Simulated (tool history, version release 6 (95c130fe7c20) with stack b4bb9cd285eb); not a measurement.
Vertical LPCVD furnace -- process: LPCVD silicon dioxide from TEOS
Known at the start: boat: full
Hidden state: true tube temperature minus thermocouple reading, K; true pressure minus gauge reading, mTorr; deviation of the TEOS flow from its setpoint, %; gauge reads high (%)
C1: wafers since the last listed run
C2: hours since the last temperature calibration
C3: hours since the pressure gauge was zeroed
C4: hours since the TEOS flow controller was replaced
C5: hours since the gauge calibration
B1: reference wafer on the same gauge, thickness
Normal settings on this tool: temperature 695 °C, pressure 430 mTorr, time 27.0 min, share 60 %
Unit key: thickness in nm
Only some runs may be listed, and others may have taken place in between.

Run 1, hour 0.0: usual settings; C1 0; C2 3495.1; C3 3830.9; C4 2656.0; C5 372.9; B1 196.67. Result: thickness 220.48 nm.
Run 2, hour 60.7: usual settings; C1 1612; C2 3555.8; C3 3891.6; C4 2716.7; C5 433.6; B1 196.82. Result: thickness 222.24 nm.
Run 3, hour 87.4: usual settings; C1 709; C2 3582.5; C3 3918.3; C4 2743.4; C5 460.3; B1 196.93. Result: thickness 221.34 nm.
Run 4, hour 134.9: usual settings; C1 1261; C2 3630.0; C3 3965.8; C4 2790.9; C5 507.8; B1 197.12. Result: thickness 219.86 nm.
Run 5, hour 173.8: usual settings; C1 1033; C2 3668.9; C3 4004.7; C4 2829.8; C5 546.7; B1 197.06. Result: thickness 223.05 nm.
Run 6, hour 241.4: usual settings; C1 1795; C2 3736.5; C3 4072.3; C4 2897.4; C5 614.3; B1 196.99. Result: thickness 222.41 nm.
Run 7, hour 292.0: usual settings; C1 1343; C2 3787.1; C3 4122.9; C4 2948.0; C5 664.9; B1 196.98. Result: thickness 224.57 nm.
At hour 345.2: pressure gauge zeroed.
Run 8, hour 408.6: usual settings but time 35.0 min; C1 2459; C2 3903.7; C3 63.4; C4 3064.6; C5 781.5; B1 196.80. Result: thickness 292.58 nm.
At hour 428.6: gauge calibrated.
Run 9, hour 463.2: usual settings but time 35.0 min; C1 1450; C2 3958.3; C3 118.0; C4 3119.2; C5 34.6; B1 196.97. Result: thickness 291.56 nm.
At hour 538.8: TEOS flow controller replaced.
Run 10, hour 539.3: usual settings but temperature 687 °C, pressure 380 mTorr, share 65 %; C1 1383; C2 4034.4; C3 194.1; C4 0.5; C5 110.7; B1 197.12. Result: thickness 185.46 nm.
At hour 587.5: thermocouples replaced and temperature profile calibrated.
Run 11, hour 588.0: usual settings; C1 656; C2 0.5; C3 242.8; C4 49.2; C5 159.4; B1 196.94. Result: thickness 202.63 nm.
Run 12, hour 636.3: usual settings but temperature 690 °C, pressure 355 mTorr; C1 1282; C2 48.8; C3 291.1; C4 97.5; C5 207.7; B1 196.91. Result: thickness 165.02 nm.
Run 13, hour 688.8: usual settings but temperature 701 °C, time 34.0 min; C1 1394; C2 101.3; C3 343.6; C4 150.0; C5 260.2; B1 196.87. Result: thickness 297.42 nm.
Run 14, hour 757.1: usual settings but time 31.0 min; C1 1814; C2 169.6; C3 411.9; C4 218.3; C5 328.5; B1 196.92. Result: thickness 235.23 nm.
Run 15, hour 814.1: usual settings but temperature 684 °C, pressure 365 mTorr; C1 1513; C2 226.6; C3 468.9; C4 275.3; C5 385.5; B1 197.04. Result: thickness 145.52 nm.
Run 16, hour 858.8: usual settings but temperature 684 °C, pressure 365 mTorr; C1 1187; C2 271.3; C3 513.6; C4 320.0; C5 430.2; B1 196.91. Result: thickness 144.16 nm.
Run 17, hour 910.5: usual settings but temperature 700 °C, time 33.5 min, share 68 %; C1 1373; C2 323.0; C3 565.3; C4 371.7; C5 481.9; B1 196.73. Result: thickness 301.90 nm.
Run 18, hour 970.7: usual settings but temperature 699 °C; C1 1598; C2 383.2; C3 625.5; C4 431.9; C5 542.1; B1 196.89. Result: thickness 223.69 nm.

Below are 4 alternative next runs, each starting from the tool's condition after run 18. Predict each:
Run A, hour 974.1: usual settings; C1 90; C2 386.6; C3 628.9; C4 435.3; C5 545.5; B1 ?. Result: thickness ?.
Run B, hour 974.1: usual settings but time 31.0 min, share 67 %; C1 90; C2 386.6; C3 628.9; C4 435.3; C5 545.5; B1 ?. Result: thickness ?.
Run C, hour 974.1: usual settings but temperature 703 °C, pressure 530 mTorr, time 34.5 min; C1 90; C2 386.6; C3 628.9; C4 435.3; C5 545.5; B1 ?. Result: thickness ?.
Run D, hour 974.1: usual settings but share 53 %; C1 90; C2 386.6; C3 628.9; C4 435.3; C5 545.5; B1 ?. Result: thickness ?.

run      B1  thickness
  A  197.20     205.56
  B  197.20     249.40
  C  197.20     351.33
  D  197.20     193.20
Stripped of hidden state, with their random variation kept, the same runs would have yielded:
run  thickness
  A     203.85
  B     247.33
  C     348.46
  D     191.59

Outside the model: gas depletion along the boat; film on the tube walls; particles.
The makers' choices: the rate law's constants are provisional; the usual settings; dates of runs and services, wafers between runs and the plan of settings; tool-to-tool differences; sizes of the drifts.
